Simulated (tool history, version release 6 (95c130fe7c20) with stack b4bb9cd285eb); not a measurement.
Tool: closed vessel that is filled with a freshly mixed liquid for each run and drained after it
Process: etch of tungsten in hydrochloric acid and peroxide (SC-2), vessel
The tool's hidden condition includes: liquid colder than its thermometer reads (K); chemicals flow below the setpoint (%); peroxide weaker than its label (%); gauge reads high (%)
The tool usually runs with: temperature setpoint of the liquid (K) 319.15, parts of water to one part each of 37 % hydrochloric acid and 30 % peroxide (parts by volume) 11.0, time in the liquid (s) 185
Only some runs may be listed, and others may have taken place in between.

| run | hour | temperature setpoint of the liquid (K) | parts of water to one part each of 37 % hydrochloric acid and 30 % peroxide (parts by volume) | time in the liquid (s) | wafers since the last listed run | hours since the thermometer was replaced | hours since the chemicals flow meter was replaced | hours since the drum of peroxide was connected | hours since the gauge calibration | read-back film thickness of the tungsten reference wafer, read on the same gauge (nm) | thickness taken off the tungsten on a monitor wafer (nm) |
|---|---|---|---|---|---|---|---|---|---|---|---|
| 1 | 0.0 | 319.15 | 11.0 | 185 | 0 | 159.7 | 1483.0 | 941.0 | 528.9 | 79.99 | 17.55 |
| 2 | 31.0 | 319.15 | 11.0 | 185 | 2144 | 190.7 | 1514.0 | 972.0 | 559.9 | 80.01 | 17.27 |
| 3 | 56.0 | 319.15 | 11.0 | 185 | 1729 | 215.7 | 1539.0 | 997.0 | 584.9 | 80.00 | 17.20 |
| 4 | 87.0 | 319.15 | 11.0 | 185 | 2144 | 246.7 | 1570.0 | 1028.0 | 615.9 | 80.01 | 17.28 |
| 5 | 99.8 | 319.15 | 11.0 | 185 | 885 | 259.5 | 1582.8 | 1040.8 | 628.7 | 80.00 | 17.18 |
| 6 | 123.1 | 319.15 | 11.0 | 185 | 1611 | 282.8 | 1606.1 | 1064.1 | 652.0 | 80.00 | 17.28 |
| 7 | 137.6 | 319.15 | 11.0 | 185 | 1002 | 297.3 | 1620.6 | 1078.6 | 666.5 | 79.96 | 17.09 |
| 8 | 152.5 | 319.15 | 15.5 | 185 | 1030 | 312.2 | 1635.5 | 1093.5 | 681.4 | 79.97 | 12.84 |
| 9 | 172.6 | 319.15 | 15.5 | 185 | 1390 | 332.3 | 1655.6 | 1113.6 | 701.5 | 79.99 | 12.54 |
| 10 | 202.8 | 319.15 | 14.5 | 185 | 2088 | 362.5 | 1685.8 | 1143.8 | 731.7 | 79.96 | 13.25 |
|  | 215.6 | gauge calibrated |
| 11 | 235.3 | 319.15 | 14.5 | 185 | 2248 | 395.0 | 1718.3 | 1176.3 | 19.7 | 80.02 | 13.36 |
| 12 | 260.1 | 319.15 | 11.0 | 185 | 1715 | 419.8 | 1743.1 | 1201.1 | 44.5 | 79.99 | 16.79 |
|  | 275.7 | new drum of peroxide connected |
| 13 | 285.7 | 319.15 | 7.0 | 220 | 1701 | 445.4 | 1768.7 | 10.0 | 70.1 | 80.00 | 29.37 |
| 14 | 309.1 | 319.15 | 11.0 | 280 | 1618 | 468.8 | 1792.1 | 33.4 | 93.5 | 79.99 | 25.67 |
| 15 | 331.2 | 313.15 | 16.0 | 130 | 1528 | 490.9 | 1814.2 | 55.5 | 115.6 | 80.00 | 5.59 |
| 16 | 346.1 | 327.15 | 7.0 | 185 | 1030 | 505.8 | 1829.1 | 70.4 | 130.5 | 80.00 | 41.46 |
| 17 | 370.1 | 328.15 | 15.0 | 295 | 1660 | 529.8 | 1853.1 | 94.4 | 154.5 | 80.02 | 37.09 |
| 18 | 404.0 | 310.65 | 6.0 | 95 | 2344 | 563.7 | 1887.0 | 128.3 | 188.4 | 80.01 | 7.67 |
| 19 | 417.7 | 311.15 | 11.0 | 185 | 947 | 577.4 | 1900.7 | 142.0 | 202.1 | 80.00 | 9.41 |
| 20 | 433.3 | 327.65 | 11.0 | 185 | 1079 | 593.0 | 1916.3 | 157.6 | 217.7 | 80.01 | 29.03 |
|  | 453.9 | chemicals flow meter replaced |
| 21 | 455.9 | 310.15 | 11.0 | 185 | 1494 | 615.6 | 2.0 | 180.2 | 240.3 | 79.98 | 9.40 |
| 22 | 479.1 | 329.15 | 11.0 | 115 | 1604 | 638.8 | 25.2 | 203.4 | 263.5 | 80.01 | 21.49 |
| 23 | 500.2 | 324.65 | 6.0 | 290 | 1459 | 659.9 | 46.3 | 224.5 | 284.6 | 80.00 | 64.81 |
|  | 512.6 | thermometer replaced |
| 24 | 524.1 | 319.15 | 11.0 | 185 | 1583 | 11.5 | 70.2 | 248.4 | 308.5 | 79.98 | 18.69 |
| 25 | 550.9 | 319.15 | 11.0 | 185 | 1853 | 38.3 | 97.0 | 275.2 | 335.3 | 80.04 | 18.85 |
| 26 | 586.4 | 315.65 | 11.0 | 125 | 2455 | 73.8 | 132.5 | 310.7 | 370.8 | 80.04 | 9.90 |
| 27 | 679.0 | 319.15 | 7.5 | 185 | 6405 | 166.4 | 225.1 | 403.3 | 463.4 | 79.97 | 25.09 |
| 28 | 698.0 | 319.15 | 11.0 | 185 | 1314 | 185.4 | 244.1 | 422.3 | 482.4 | 79.99 | 18.40 |
| 29 | 712.5 | 319.15 | 11.0 | 185 | 1002 | 199.9 | 258.6 | 436.8 | 496.9 | 79.99 | 18.39 |

What if the next run were any one of these 5? Each begins from the tool's condition after run 29:
| A | 713.2 | 315.65 | 11.0 | 185 | 48 | 200.6 | 259.3 | 437.5 | 497.6 | ? | ? |
| B | 713.2 | 319.15 | 11.0 | 265 | 48 | 200.6 | 259.3 | 437.5 | 497.6 | ? | ? |
| C | 713.2 | 325.15 | 11.0 | 185 | 48 | 200.6 | 259.3 | 437.5 | 497.6 | ? | ? |
| D | 713.2 | 319.15 | 11.0 | 245 | 48 | 200.6 | 259.3 | 437.5 | 497.6 | ? | ? |
| E | 713.2 | 309.65 | 11.0 | 130 | 48 | 200.6 | 259.3 | 437.5 | 497.6 | ? | ? |

| run | read-back film thickness of the tungsten reference wafer, read on the same gauge (nm) | thickness taken off the tungsten on a monitor wafer (nm) |
|---|---|---|
| A | 80.02 | 14.37 |
| B | 80.02 | 26.23 |
| C | 80.02 | 27.41 |
| D | 80.02 | 24.25 |
| E | 80.02 | 6.58 |
Without the tool's hidden state the same runs would have given:
| run | thickness taken off the tungsten on a monitor wafer (nm) |
|---|---|
| A | 15.04 |
| B | 27.45 |
| C | 28.66 |
| D | 25.38 |
| E | 6.89 |
